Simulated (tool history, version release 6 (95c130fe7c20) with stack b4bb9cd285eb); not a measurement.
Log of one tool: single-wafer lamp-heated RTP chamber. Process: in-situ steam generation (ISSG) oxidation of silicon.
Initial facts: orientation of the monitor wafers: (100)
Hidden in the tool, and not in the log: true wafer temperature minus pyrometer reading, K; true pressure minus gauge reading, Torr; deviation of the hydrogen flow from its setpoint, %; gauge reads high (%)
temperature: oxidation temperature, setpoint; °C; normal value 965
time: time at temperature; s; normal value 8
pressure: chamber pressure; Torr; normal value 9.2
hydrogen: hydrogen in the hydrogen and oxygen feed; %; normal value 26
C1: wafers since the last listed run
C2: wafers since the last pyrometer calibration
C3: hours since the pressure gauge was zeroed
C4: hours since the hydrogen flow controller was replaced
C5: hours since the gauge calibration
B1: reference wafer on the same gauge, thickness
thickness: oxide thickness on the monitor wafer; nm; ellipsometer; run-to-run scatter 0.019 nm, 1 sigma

run 1 hour=0 | temperature=965 time=8 pressure=8.5 hydrogen=26 | C1=0 C2=7522 C3=3703.2 C4=3174.9 C5=848 | B1=2.991 | thickness=3.296
-- hour=24.3 pyrometer window cleaned and pyrometer calibrated
run 2 hour=24.8 | temperature=965 time=8 pressure=8.5 hydrogen=26 | C1=248 C2=7 C3=3728 C4=3199.7 C5=872.8 | B1=2.992 | thickness=3.311
run 3 hour=52 | temperature=965 time=8 pressure=10.2 hydrogen=26 | C1=402 C2=410 C3=3755.2 C4=3226.9 C5=900 | B1=2.991 | thickness=3.191
run 4 hour=67.9 | temperature=965 time=8 pressure=9.2 hydrogen=26 | C1=235 C2=645 C3=3771.1 C4=3242.8 C5=915.9 | B1=2.99 | thickness=3.275
-- hour=112.1 hydrogen flow controller replaced
run 5 hour=134.9 | temperature=965 time=8 pressure=10.1 hydrogen=26 | C1=873 C2=1518 C3=3838.1 C4=22.8 C5=982.9 | B1=2.99 | thickness=3.189
run 6 hour=166.4 | temperature=965 time=8 pressure=10.1 hydrogen=26 | C1=466 C2=1985 C3=3869.6 C4=54.3 C5=1014.4 | B1=2.985 | thickness=3.209
run 7 hour=185.6 | temperature=965 time=8 pressure=10.1 hydrogen=26 | C1=284 C2=2269 C3=3888.8 C4=73.5 C5=1033.6 | B1=2.99 | thickness=3.219
run 8 hour=218 | temperature=965 time=8 pressure=9.2 hydrogen=26 | C1=479 C2=2748 C3=3921.2 C4=105.9 C5=1066 | B1=2.99 | thickness=3.307
run 9 hour=240.9 | temperature=965 time=8 pressure=9.2 hydrogen=26 | C1=338 C2=3087 C3=3944.1 C4=128.8 C5=1088.9 | B1=2.989 | thickness=3.302
run 10 hour=252.9 | temperature=965 time=8 pressure=9.2 hydrogen=26 | C1=177 C2=3265 C3=3956.1 C4=140.8 C5=1100.9 | B1=2.993 | thickness=3.263
run 11 hour=281.4 | temperature=965 time=8 pressure=9.2 hydrogen=31 | C1=421 C2=3687 C3=3984.6 C4=169.3 C5=1129.4 | B1=2.986 | thickness=3.44
run 12 hour=296.8 | temperature=965 time=8 pressure=9.8 hydrogen=26 | C1=227 C2=3915 C3=4000 C4=184.7 C5=1144.8 | B1=2.989 | thickness=3.201
run 13 hour=323.6 | temperature=984 time=8 pressure=9.2 hydrogen=26 | C1=396 C2=4311 C3=4026.8 C4=211.5 C5=1171.6 | B1=2.989 | thickness=3.407
run 14 hour=344.5 | temperature=965 time=8 pressure=10 hydrogen=26 | C1=309 C2=4620 C3=4047.7 C4=232.4 C5=1192.5 | B1=2.991 | thickness=3.252
run 15 hour=378.7 | temperature=965 time=7 pressure=10 hydrogen=26 | C1=506 C2=5127 C3=4081.9 C4=266.6 C5=1226.7 | B1=2.989 | thickness=3.032
run 16 hour=397.3 | temperature=970 time=8 pressure=9.2 hydrogen=22 | C1=275 C2=5402 C3=4100.5 C4=285.2 C5=1245.3 | B1=2.991 | thickness=3.163
run 17 hour=418.4 | temperature=981 time=8 pressure=9.2 hydrogen=26 | C1=312 C2=5714 C3=4121.6 C4=306.3 C5=1266.4 | B1=2.993 | thickness=3.389
run 18 hour=438.9 | temperature=983 time=8 pressure=10.2 hydrogen=18 | C1=303 C2=6018 C3=4142.1 C4=326.8 C5=1286.9 | B1=2.99 | thickness=3.058
run 19 hour=454.9 | temperature=975 time=8 pressure=9.2 hydrogen=26 | C1=236 C2=6254 C3=4158.1 C4=342.8 C5=1302.9 | B1=2.993 | thickness=3.365
run 20 hour=483.4 | temperature=965 time=8 pressure=9.2 hydrogen=26 | C1=421 C2=6676 C3=4186.6 C4=371.3 C5=1331.4 | B1=2.99 | thickness=3.269
run 21 hour=500.4 | temperature=976 time=10 pressure=9.8 hydrogen=31 | C1=251 C2=6928 C3=4203.6 C4=388.3 C5=1348.4 | B1=2.988 | thickness=3.769
-- hour=539.9 pyrometer window cleaned and pyrometer calibrated
-- hour=557.9 gauge calibrated
-- hour=593.3 pressure gauge zeroed
run 22 hour=607.8 | temperature=975 time=8 pressure=7.8 hydrogen=32 | C1=1352 C2=885 C3=14.5 C4=495.7 C5=49.9 | B1=2.988 | thickness=3.63
run 23 hour=639.1 | temperature=981 time=8 pressure=9.2 hydrogen=26 | C1=463 C2=1349 C3=45.8 C4=527 C5=81.2 | B1=2.99 | thickness=3.391
run 24 hour=669.1 | temperature=965 time=10 pressure=10.2 hydrogen=29 | C1=443 C2=1793 C3=75.8 C4=557 C5=111.2 | B1=2.991 | thickness=3.533
run 25 hour=701.9 | temperature=965 time=8 pressure=9.2 hydrogen=29 | C1=485 C2=2278 C3=108.6 C4=589.8 C5=144 | B1=2.989 | thickness=3.346
run 26 hour=729.6 | temperature=965 time=8 pressure=9.2 hydrogen=26 | C1=409 C2=2688 C3=136.3 C4=617.5 C5=171.7 | B1=2.995 | thickness=3.273
run 27 hour=757.8 | temperature=965 time=8 pressure=9.2 hydrogen=26 | C1=417 C2=3105 C3=164.5 C4=645.7 C5=199.9 | B1=2.993 | thickness=3.274
run 28 hour=780.9 | temperature=965 time=8 pressure=8.1 hydrogen=22 | C1=341 C2=3447 C3=187.6 C4=668.8 C5=223 | B1=2.991 | thickness=3.167
run 29 hour=806.6 | temperature=965 time=8 pressure=9.2 hydrogen=26 | C1=380 C2=3828 C3=213.3 C4=694.5 C5=248.7 | B1=2.991 | thickness=3.259
run 30 hour=832.7 | temperature=981 time=8 pressure=9.2 hydrogen=26 | C1=386 C2=4214 C3=239.4 C4=720.6 C5=274.8 | B1=2.99 | thickness=3.341
run 31 hour=865.4 | temperature=965 time=8 pressure=9.8 hydrogen=26 | C1=483 C2=4698 C3=272.1 C4=753.3 C5=307.5 | B1=2.988 | thickness=3.207

Each row is a separate what-if for the run after 31, all from the same tool condition, not one after another. Results?
run A hour=865.8 | temperature=965 time=10 pressure=9.2 hydrogen=26 | C1=5 C2=4704 C3=272.5 C4=753.7 C5=307.9 | B1=? | thickness=?
run B hour=865.8 | temperature=948 time=9 pressure=8.4 hydrogen=20 | C1=5 C2=4704 C3=272.5 C4=753.7 C5=307.9 | B1=? | thickness=?
run C hour=865.8 | temperature=965 time=5 pressure=9.2 hydrogen=26 | C1=5 C2=4704 C3=272.5 C4=753.7 C5=307.9 | B1=? | thickness=?
run D hour=865.8 | temperature=965 time=8 pressure=8.2 hydrogen=29 | C1=5 C2=4704 C3=272.5 C4=753.7 C5=307.9 | B1=? | thickness=?

run=A B1=2.989 thickness=3.508
run=B B1=2.989 thickness=3.067
run=C B1=2.989 thickness=2.73
run=D B1=2.989 thickness=3.381
Stripped of hidden state, with their random variation kept, the same runs would have yielded:
run=A thickness=3.508
run=B thickness=3.067
run=C thickness=2.73
run=D thickness=3.381
